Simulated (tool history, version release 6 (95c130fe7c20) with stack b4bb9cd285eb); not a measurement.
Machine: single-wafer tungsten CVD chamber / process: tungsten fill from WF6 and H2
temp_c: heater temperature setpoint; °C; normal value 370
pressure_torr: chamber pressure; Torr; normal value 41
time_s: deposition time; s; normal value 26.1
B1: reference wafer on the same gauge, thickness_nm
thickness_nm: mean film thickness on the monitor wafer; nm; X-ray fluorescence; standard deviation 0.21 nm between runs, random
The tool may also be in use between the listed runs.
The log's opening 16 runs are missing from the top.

{"run": 17, "day": 35.112, "temp_c": 370, "pressure_torr": 41, "time_s": 26.1, "B1": 48.847, "thickness_nm": 41.991}
{"run": 18, "day": 37.05, "temp_c": 370, "pressure_torr": 37.9, "time_s": 26.1, "B1": 48.831, "thickness_nm": 41.099}
{"day": 38.725, "done": "capacitance manometer re-zeroed and calibrated"}
{"run": 19, "day": 38.796, "temp_c": 358, "pressure_torr": 30.9, "time_s": 28, "B1": 48.968, "thickness_nm": 30.567}
{"day": 39.771, "done": "thermocouple changed; heater temperature recalibrated"}
{"run": 20, "day": 39.904, "temp_c": 356, "pressure_torr": 48.1, "time_s": 26.1, "B1": 48.921, "thickness_nm": 31.945}
{"run": 21, "day": 42.1, "temp_c": 358, "pressure_torr": 34.6, "time_s": 23.7, "B1": 48.98, "thickness_nm": 26.892}
{"day": 43.967, "done": "showerhead replaced"}
{"run": 22, "day": 44.492, "temp_c": 370, "pressure_torr": 41, "time_s": 26.1, "B1": 49.04, "thickness_nm": 41.977}
{"run": 23, "day": 45.954, "temp_c": 375, "pressure_torr": 47.2, "time_s": 27.6, "B1": 49.055, "thickness_nm": 52.848}
{"run": 24, "day": 54.45, "temp_c": 360, "pressure_torr": 41, "time_s": 26.1, "B1": 49.334, "thickness_nm": 33.321}
{"run": 25, "day": 56.462, "temp_c": 370, "pressure_torr": 48.9, "time_s": 21.9, "B1": 49.44, "thickness_nm": 38.278}
{"run": 26, "day": 58.354, "temp_c": 359, "pressure_torr": 49.1, "time_s": 30.3, "B1": 49.468, "thickness_nm": 40.539}
{"run": 27, "day": 59.779, "temp_c": 370, "pressure_torr": 41, "time_s": 26.1, "B1": 49.57, "thickness_nm": 42.821}
{"run": 28, "day": 62.217, "temp_c": 370, "pressure_torr": 38, "time_s": 30.5, "B1": 49.75, "thickness_nm": 48.858}
{"run": 29, "day": 63.775, "temp_c": 370, "pressure_torr": 41, "time_s": 26.1, "B1": 49.744, "thickness_nm": 42.75}
{"run": 30, "day": 64.942, "temp_c": 370, "pressure_torr": 41, "time_s": 26.1, "B1": 49.798, "thickness_nm": 42.717}

Run 31 comes next. What will it give?
{"run": 31, "day": 67.15, "temp_c": 385, "pressure_torr": 41, "time_s": 22.4, "B1": "?", "thickness_nm": "?"}

Run 31 produced B1 49.973, thickness_nm 52.275 nm.
With the hidden condition absent and the run-to-run variation left alone, this run would have shown thickness_nm 51.077 nm.
